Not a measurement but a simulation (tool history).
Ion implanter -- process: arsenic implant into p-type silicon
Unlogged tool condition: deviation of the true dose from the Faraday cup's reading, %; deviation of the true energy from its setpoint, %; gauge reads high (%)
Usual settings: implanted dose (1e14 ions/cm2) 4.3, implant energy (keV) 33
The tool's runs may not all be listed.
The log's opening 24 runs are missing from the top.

run,hour,implanted dose (1e14 ions/cm2),implant energy (keV),wafers since the last listed run,hours since the last dose calibration,hours since the extraction supply was calibrated,hours since the gauge calibration,"read-back reference wafer on the same gauge, sheet resistance",sheet resistance of the implanted and annealed layer (ohm/square)
25,620,4.3,33,470,83.1,385.9,65,189.04,212.09
26,645.1,5.35,33,579,108.2,411,90.1,188.94,179.38
27,661.9,3.73,42.5,387,125,427.8,106.9,189.11,228.59
28,692.1,4.72,39,697,155.2,458,137.1,189.05,192.91
29,708.9,3.42,40,387,172,474.8,153.9,189.1,246.65
30,723.6,3.76,21.5,339,186.7,489.5,168.6,188.98,248.12
31,755.4,4.3,42.5,733,218.5,521.3,200.4,189.07,203.25
32,779.7,4.3,33,560,242.8,545.6,224.7,188.93,211.85
33,793.8,3.28,24.5,325,256.9,559.7,238.8,188.89,269.94
34,815.8,3.52,25,507,278.9,581.7,260.8,189.1,255.12
35,840.5,5.54,42.5,570,303.6,606.4,285.5,189,168.06
36,856.2,4.3,37,362,319.3,622.1,301.2,189.04,206.9

Branching from run 36: 5 alternative next runs. What would each branch give?
A,856.6,5.07,33,9,319.7,622.5,301.6,?,?
B,856.6,4.3,27.5,9,319.7,622.5,301.6,?,?
C,856.6,5.23,33,9,319.7,622.5,301.6,?,?
D,856.6,3.78,36,9,319.7,622.5,301.6,?,?
E,856.6,4.94,43.5,9,319.7,622.5,301.6,?,?

run,"read-back reference wafer on the same gauge, sheet resistance",sheet resistance of the implanted and annealed layer (ohm/square)
A,188.94,185.01
B,188.94,215.27
C,188.94,180.66
D,188.94,229.14
E,188.94,181.64
Take away the tool's hidden state, keep each run's random variation, and the runs would have read:
run,sheet resistance of the implanted and annealed layer (ohm/square)
A,187.75
B,218.45
C,183.33
D,232.54
E,184.35

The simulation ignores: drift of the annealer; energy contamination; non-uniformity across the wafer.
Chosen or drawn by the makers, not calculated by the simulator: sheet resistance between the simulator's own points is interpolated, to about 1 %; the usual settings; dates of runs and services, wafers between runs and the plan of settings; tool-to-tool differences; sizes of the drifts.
